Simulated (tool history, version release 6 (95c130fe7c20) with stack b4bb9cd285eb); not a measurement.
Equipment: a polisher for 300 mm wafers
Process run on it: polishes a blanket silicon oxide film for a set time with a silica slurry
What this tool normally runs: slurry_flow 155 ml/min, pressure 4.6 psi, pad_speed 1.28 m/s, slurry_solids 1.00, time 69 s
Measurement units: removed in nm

run   hour  slurry_flow  pressure  pad_speed  slurry_solids  time  incoming thickness of the incoming film, nm  removed
  1    0.0          155       4.6       1.28           1.20    69                                       1239.3    337.6
  2   20.2          155       4.6       1.28           1.20    69                                       1265.7    328.6
  3   34.4          155       4.6       1.28           1.20    69                                       1266.1    315.4
      43.7  -- worn pad replaced by a new one
  4   48.3          155       4.6       1.28           1.00    69                                       1264.4    329.8
     116.5  -- worn pad replaced by a new one
  5  117.0          155       4.6       1.28           1.00    69                                       1243.5    332.0
  6  146.0          155       4.6       1.28           1.00    69                                       1253.8    317.5
  7  162.4          120       4.6       1.28           1.00    69                                       1259.4    308.5
     172.2  -- head pressure recalibrated
  8  177.9          120       4.6       1.28           1.00    69                                       1256.2    291.9
     185.8  -- conditioning disc replaced and pad reconditioned
     197.9  -- worn pad replaced by a new one
     201.1  -- slurry blender recalibrated
  9  203.8          135       3.9       0.86           1.00    91                                       1277.8    283.2
     207.3  -- slurry nozzle cleaned
 10  228.4          170       4.6       1.28           1.00    69                                       1249.8    321.4
 11  248.6          170       4.6       1.28           1.00    69                                       1246.2    296.2
 12  268.1          155       4.6       1.28           0.85    69                                       1246.0    275.7
     283.8  -- worn pad replaced by a new one
 13  287.3          155       4.6       1.28           1.00    77                                       1238.5    367.7
 14  305.0          115       5.1       1.28           1.00    69                                       1261.7    337.4
 15  335.0          155       4.6       1.28           1.00    77                                       1273.5    339.4
 16  347.1          155       4.6       1.28           1.00    69                                       1247.5    292.8

Run by run, hidden condition taken away, random variation retained:
The tool's hidden condition here consists of: removal rate lost through wear of the pad, %; slurry flow missing at the pad, %; deviation of the head's pressure from its setpoint, %; abrasive missing from the slurry, %; time polished since the conditioner stopped cutting, s.
run  removed
  1    345.8
  2    347.8
  3    346.0
  4    330.7
  5    335.0
  6    326.7
  7    326.8
  8    321.8
  9    290.5
 10    336.6
 11    322.5
 12    318.5
 13    374.9
 14    347.4
 15    367.8
 16    328.3
